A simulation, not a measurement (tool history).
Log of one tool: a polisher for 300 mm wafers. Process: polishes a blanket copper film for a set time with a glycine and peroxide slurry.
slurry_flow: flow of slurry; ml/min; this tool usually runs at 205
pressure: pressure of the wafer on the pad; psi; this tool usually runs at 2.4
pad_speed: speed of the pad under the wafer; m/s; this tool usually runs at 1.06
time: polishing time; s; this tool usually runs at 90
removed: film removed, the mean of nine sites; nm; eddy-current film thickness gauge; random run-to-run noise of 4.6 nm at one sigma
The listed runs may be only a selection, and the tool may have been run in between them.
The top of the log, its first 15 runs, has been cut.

run   hour  slurry_flow  pressure  pad_speed  time  incoming thickness of the incoming film, nm  removed
 16  202.1          205       2.4       1.06    90                                       2130.8    406.3
 17  216.3          205       2.4       1.06    90                                       2118.7    403.4
 18  224.5          205       2.9       1.06    79                                       2108.3    416.3
     243.5  -- head pressure recalibrated
 19  259.5          205       2.4       1.06    90                                       2092.8    429.4
 20  265.7          175       2.4       1.06    90                                       2110.8    421.0
     275.8  -- slurry nozzle cleaned
 21  279.4          205       2.4       1.06    90                                       2097.5    441.7
 22  292.3          205       2.8       0.88    90                                       2110.8    420.0
 23  303.4          205       2.4       1.06    90                                       2113.5    429.4
 24  321.2          205       2.2       1.16    90                                       2131.3    424.5
 25  329.2          205       3.0       1.06    90                                       2114.1    512.3
 26  379.8          205       1.7       1.06    90                                       2069.4    325.2
 27  393.3          205       2.1       1.24    64                                       2116.9    312.7
     405.8  -- worn pad replaced by a new one
 28  406.3          240       3.1       1.36    90                                       2100.3    661.2
 29  415.7          205       2.4       1.06    90                                       2123.1    416.3
 30  433.4          275       3.2       1.22    76                                       2106.2    524.4
 31  476.2          205       2.4       1.06    90                                       2092.2    421.8
 32  483.9          205       2.4       1.06   108                                       2067.9    492.8
 33  498.4          265       2.4       1.06    90                                       2081.2    428.8
     518.8  -- slurry nozzle cleaned
 34  525.4          160       2.4       0.92    90                                       2075.1    369.7
 35  543.9          250       2.1       1.06    68                                       2093.7    289.2
 36  558.6          145       2.4       1.20    74                                       2088.6    362.2

Here are 4 independent what-if runs from the current tool condition. What would each one return?
  A  559.1          205       2.1       1.06    90                                       2141.6        ?
  B  559.1          205       1.9       1.06   106                                       2141.6        ?
  C  559.1          150       2.4       1.06   105                                       2141.6        ?
  D  559.1          255       3.1       1.06    90                                       2141.6        ?

run  removed
  A    373.4
  B    407.1
  C    468.1
  D    522.9
Without the tool's unlogged condition, the same runs would have read:
run  removed
  A    389.6
  B    424.3
  C    489.0
  D    547.3
